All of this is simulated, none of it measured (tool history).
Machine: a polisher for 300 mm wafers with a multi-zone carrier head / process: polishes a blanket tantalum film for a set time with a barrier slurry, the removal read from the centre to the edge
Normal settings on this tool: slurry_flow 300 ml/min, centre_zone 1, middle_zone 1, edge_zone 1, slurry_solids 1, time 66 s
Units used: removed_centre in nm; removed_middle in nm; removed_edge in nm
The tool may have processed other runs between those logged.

run,hour,slurry_flow,centre_zone,middle_zone,edge_zone,slurry_solids,time,wafers since the last listed run,wafers polished on this pad,hours since the slurry nozzle was cleaned,hours since the centre zone pressure was calibrated,hours since the edge zone pressure was calibrated,hours since the carrier head's membrane was replaced,"incoming thickness of the incoming film, nm",removed_centre,removed_middle,removed_edge
1,0,300,1,1,1,1,66,0,1116,101.8,1100.2,1511.2,32.5,399,110.9,121.2,118.5
2,25.8,300,1,1,1,1,66,292,1409,127.6,1126,1537,58.3,400.7,110.7,120.2,119
# hour 55.6: centre zone pressure recalibrated
3,56.1,300,1,1,1,1,66,320,1730,157.9,0.5,1567.3,88.6,392.7,115.7,116.7,116.9
4,72.4,300,1,0.9,1,1.2,66,184,1914,174.2,16.8,1583.6,104.9,395.7,119.4,110.6,122.6
# hour 80.6: worn pad replaced by a new one
5,94.9,300,1,1.09,1,1,66,209,162,196.7,39.3,1606.1,127.4,397.3,115.4,127.6,118.9
6,114.7,300,1,0.95,1,0.85,78,224,386,216.5,59.1,1625.9,147.2,406,135.8,134.5,136.5
7,131.3,300,1,1,1,1,66,188,574,233.1,75.7,1642.5,163.8,397.4,115,114.9,117.5
# hour 167: edge zone pressure recalibrated
8,167.5,300,1,1,1,1,66,387,962,269.3,111.9,0.5,200,393,116.7,117.9,118.4
9,200.7,300,1,1,1,1,59,376,1339,302.5,145.1,33.7,233.2,399.7,101.9,102.6,102.9
10,232.2,300,1,1,1,1,66,357,1696,334,176.6,65.2,264.7,397.4,115.9,115,117.1
# hour 242: slurry nozzle cleaned
11,252.1,300,1,1,1,1,66,214,1910,10.1,196.5,85.1,284.6,396.7,115.9,117.4,117.2
# hour 270.9: worn pad replaced by a new one
12,285.7,215,0.92,1,0.97,1,58,335,167,43.7,230.1,118.7,318.2,404.5,89.9,101.8,98.5
13,301.5,300,0.9,1.05,1.06,1,48,179,346,59.5,245.9,134.5,334,397.3,75.5,88.5,85.8
14,331.2,385,0.92,1,1,1.2,53,336,683,89.2,275.6,164.2,363.7,403.9,86.7,99.9,96.4
15,363.5,200,0.89,1,0.88,0.8,66,366,1049,121.5,307.9,196.5,396,400.6,95.5,110.6,105.2
16,384.8,300,1,1.03,1,1,66,241,1291,142.8,329.2,217.8,417.3,397.6,115,120,117.9
17,418.3,220,1,1.08,1.12,1,66,379,1671,176.3,362.7,251.3,450.8,403.7,110.3,121.8,122.3
18,444.4,300,1,1,1.04,0.9,66,295,1967,202.4,388.8,277.4,476.9,402.3,112.6,116.1,116.6
# hour 452.3: worn pad replaced by a new one
19,459.6,350,1,1,1.08,1,66,127,82,217.6,404,292.6,492.1,394.3,113.3,120.6,123.7
20,478.1,300,1,0.94,1,1,66,209,292,236.1,422.5,311.1,510.6,403,112.7,112.5,116.7
21,497.9,300,1,1,1,1,66,224,517,255.9,442.3,330.9,530.4,398.5,112.2,116.3,116.1
# hour 502.9: slurry nozzle cleaned
22,530.9,300,1,0.91,1,1,66,362,879,28,475.3,363.9,563.4,405.5,111.5,110.5,117.7

Some steps in removed_centre between neighbouring runs. How much of each would the tool show without its hidden state too (settings, what came in, random variation), and how much is left for the hidden state, with any gauge scatter that isn't in both results?
Hidden state present: removal rate lost through wear of the pad, %; slurry flow missing at the pad, %; deviation of the centre zone's pressure from its setpoint, %; deviation of the edge zone's pressure from its setpoint, %.
Run 2 -> 3: centre zone pressure recalibrated. removed_centre +5 nm: hidden state +7.3, all else -2.3.
Run 6 -> 7: middle_zone 0.95 -> 1, slurry_solids 0.85 -> 1, time 78 -> 66. removed_centre -20.8 nm: hidden state +0.1, all else -20.9.
Run 11 -> 12: slurry_flow 300 -> 215, centre_zone 1 -> 0.92, edge_zone 1 -> 0.97, time 66 -> 58, worn pad replaced by a new one. removed_centre -26 nm: hidden state +0.3, all else -26.3.
Run 15 -> 16: slurry_flow 200 -> 300, centre_zone 0.89 -> 1, middle_zone 1 -> 1.03, edge_zone 0.88 -> 1, slurry_solids 0.8 -> 1. removed_centre +19.5 nm: hidden state -0.7, all else +20.2.

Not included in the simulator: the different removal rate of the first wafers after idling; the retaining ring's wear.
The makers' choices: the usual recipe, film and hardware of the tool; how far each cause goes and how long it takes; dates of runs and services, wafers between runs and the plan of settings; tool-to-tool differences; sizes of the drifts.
